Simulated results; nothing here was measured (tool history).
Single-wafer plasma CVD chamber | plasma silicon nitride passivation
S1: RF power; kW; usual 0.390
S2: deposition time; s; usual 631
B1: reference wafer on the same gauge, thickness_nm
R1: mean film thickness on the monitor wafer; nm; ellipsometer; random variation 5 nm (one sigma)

run	day	S1	S2	B1	R1
1	0.000	0.390	631	952.391	845.465
# day 1.183: gauge calibrated
2	3.217	0.390	631	950.369	833.985
3	5.875	0.390	631	951.682	840.546
4	10.367	0.390	631	952.617	836.261
5	12.533	0.390	631	950.271	827.264
6	15.288	0.420	604	955.269	827.296
7	16.942	0.420	604	954.585	828.191
8	18.933	0.390	631	948.353	836.372
9	22.508	0.390	631	950.122	828.807
10	24.046	0.390	631	953.324	828.095
11	27.838	0.440	568	949.314	795.940
# day 29.246: showerhead replaced
12	31.033	0.390	631	952.467	831.655
13	35.388	0.360	588	952.487	747.503
14	37.379	0.390	631	953.249	828.591
15	39.929	0.360	715	948.353	896.404
16	42.238	0.435	669	951.445	930.161
17	44.638	0.460	586	951.953	834.388
18	48.388	0.390	631	955.301	830.451
19	52.229	0.340	568	951.922	695.257
# day 52.675: gauge calibrated
# day 55.483: RF generator calibrated
20	55.504	0.390	700	952.436	959.198
21	59.400	0.425	731	952.757	1051.267
22	62.854	0.360	515	950.778	684.495
23	67.000	0.360	588	953.660	765.284
24	71.288	0.425	731	950.423	1044.796

Forecast run 25:
25	75.779	0.390	631	?	?

Run 25 gave B1 952.691, R1 853.411 nm.
Without the tool's hidden state the same run would have given R1 872.841 nm.

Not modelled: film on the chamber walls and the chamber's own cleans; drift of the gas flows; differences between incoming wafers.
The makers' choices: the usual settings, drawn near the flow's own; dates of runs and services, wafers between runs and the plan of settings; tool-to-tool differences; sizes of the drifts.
